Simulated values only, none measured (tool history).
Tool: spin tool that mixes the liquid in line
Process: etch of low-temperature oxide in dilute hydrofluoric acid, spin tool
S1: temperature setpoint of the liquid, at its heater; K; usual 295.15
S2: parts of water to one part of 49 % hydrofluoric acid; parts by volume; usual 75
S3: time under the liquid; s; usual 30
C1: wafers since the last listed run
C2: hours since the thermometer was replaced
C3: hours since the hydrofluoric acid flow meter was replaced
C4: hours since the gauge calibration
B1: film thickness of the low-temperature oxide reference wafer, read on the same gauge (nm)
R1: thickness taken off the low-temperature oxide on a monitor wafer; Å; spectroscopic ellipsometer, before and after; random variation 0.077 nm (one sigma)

run	day	S1	S2	S3	C1	C2	C3	C4	B1	R1
1	0.000	293.65	75	30	0	1399.4	1259.5	323.5	29.81	100.5
2	1.333	293.65	75	30	523	1431.4	1291.5	355.5	29.77	98.6
3	4.233	295.15	75	30	1137	1501.0	1361.1	425.1	29.71	106.2
4	5.367	295.15	75	30	444	1528.2	1388.3	452.3	29.65	106.2
5	7.792	295.15	75	30	951	1586.4	1446.5	510.5	29.64	105.6
6	10.779	295.15	75	30	1171	1658.1	1518.2	582.2	29.59	105.7
7	12.796	295.15	75	30	791	1706.5	1566.6	630.6	29.57	103.9
8	14.696	294.15	75	40	745	1752.1	1612.2	676.2	29.49	134.4
9	16.708	294.15	75	40	789	1800.4	1660.5	724.5	29.41	135.2
10	17.929	294.15	75	40	478	1829.7	1689.8	753.8	29.41	135.1
11	20.792	295.15	75	30	1122	1898.4	1758.5	822.5	29.29	103.9
12	26.217	295.15	75	30	2128	2028.6	1888.7	952.7	29.09	104.5
13	28.117	296.65	75	30	745	2074.2	1934.3	998.3	29.00	110.1
# day 28.233: hydrofluoric acid flow meter replaced
14	32.238	296.65	75	30	1600	2173.1	96.1	1097.2	28.81	109.5
15	33.292	296.65	75	30	413	2198.4	121.4	1122.5	28.76	109.2
16	36.121	295.15	100	20	1109	2266.3	189.3	1190.4	28.59	48.8
17	37.604	299.65	75	45	581	2301.9	224.9	1226.0	28.49	181.2
18	38.617	299.65	90	50	397	2326.2	249.2	1250.3	28.47	166.2
19	40.183	295.15	75	35	614	2363.8	286.8	1287.9	28.38	119.3
20	42.483	295.15	75	35	902	2419.0	342.0	1343.1	28.28	117.8
# day 43.517: gauge calibrated
21	46.633	295.15	75	30	1627	2518.6	441.6	74.8	30.12	107.2
22	48.775	295.15	110	30	840	2570.0	493.0	126.2	30.13	69.5
23	50.579	295.15	75	25	707	2613.3	536.3	169.5	30.13	90.2
# day 51.504: thermometer replaced
24	52.704	295.15	75	20	817	28.8	587.3	220.5	30.15	71.9
25	54.508	292.15	60	35	707	72.1	630.6	263.8	30.04	140.4
26	55.546	292.65	110	15	406	97.0	655.5	288.7	30.09	31.8
27	57.029	296.65	85	35	581	132.6	691.1	324.3	30.05	116.9
28	60.025	295.15	75	25	1175	204.5	763.0	396.2	29.99	90.1
29	61.996	298.15	110	20	773	251.8	810.3	443.5	29.96	52.6
30	63.058	293.15	115	20	416	277.3	835.8	469.0	29.96	41.3
31	64.675	292.65	95	20	634	316.1	874.6	507.8	29.93	49.4
32	66.642	298.65	95	30	771	363.3	921.8	555.0	29.87	94.8

Measured less the same run without the tool's hidden state. The same run-to-run variation is in both; the gauge's scatter may not be:
The hidden state here: liquid colder than its thermometer reads (K); hydrofluoric acid flow above the setpoint (%); gauge reads high (%).
run	R1
1	-0.8
2	-0.8
3	-1.0
4	-1.0
5	-1.3
6	-1.5
7	-1.6
8	-2.4
9	-2.8
10	-2.8
11	-2.5
12	-3.3
13	-3.9
14	-4.5
15	-4.7
16	-2.4
17	-9.3
18	-8.9
19	-6.7
20	-7.2
21	+0.5
22	+0.3
23	+0.4
24	+0.3
25	+0.4
26	+0.1
27	+0.2
28	+0.1
29	+0.0
30	+0.0
31	-0.1
32	-0.4
